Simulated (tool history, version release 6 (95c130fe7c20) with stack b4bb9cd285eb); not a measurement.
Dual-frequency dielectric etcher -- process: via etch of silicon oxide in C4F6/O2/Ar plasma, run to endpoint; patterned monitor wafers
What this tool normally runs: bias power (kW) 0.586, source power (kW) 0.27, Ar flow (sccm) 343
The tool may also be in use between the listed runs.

run   hour  bias power (kW)  source power (kW)  Ar flow (sccm)  incoming incoming film thickness, nm  endpoint time (s)
  1      0            0.586               0.27             343                                 168.7               41.2
  2   37.2            0.586               0.27             343                                 170.1               41.3
  3   88.1            0.586               0.27             343                                 168.2               40.3
  4  150.4            0.586               0.27             343                                 168.3               40.1
     221.1  -- wet clean of the chamber
  5  221.6            0.586               0.27             343                                 169.6               41.7
  6  270.5            0.586               0.27             343                                 168.7               41.1
       394  -- Ar flow controller replaced
     409.3  -- bias power generator calibrated
  7  409.8            0.586               0.27             343                                 169.6               40.6
     449.5  -- upper electrode replaced
  8  467.3             0.71               0.29             415                                 166.9               37.1
  9  522.3             0.64               0.24             298                                 168.2               39.1
       548  -- source power generator calibrated
     571.8  -- wet clean of the chamber
 10  572.3            0.725               0.31             378                                   168               36.9
 11  606.1            0.443                0.3             400                                 168.8               46.8
 12  646.4            0.586               0.27             343                                 169.6               41.9
 13  701.5            0.508               0.27             259                                 167.2               41.5
 14  729.7            0.586               0.27             343                                 167.2                 41

What if the next run were any one of these 5? Each begins from the tool's condition after run 14:
  A  730.1            0.586               0.27             343                                 167.3                  ?
  B  730.1            0.586               0.32             423                                 167.3                  ?
  C  730.1            0.586               0.27             260                                 167.3                  ?
  D  730.1             0.47               0.27             310                                 167.3                  ?
  E  730.1            0.548               0.27             343                                 167.3                  ?

run  endpoint time (s)
  A               40.9
  B               39.8
  C               38.7
  D               44.3
  E               42.1
The same runs, with their run-to-run variation unchanged, on a tool lacking any hidden condition would have given:
run  endpoint time (s)
  A               41.3
  B               40.2
  C               39.2
  D               44.8
  E               42.6
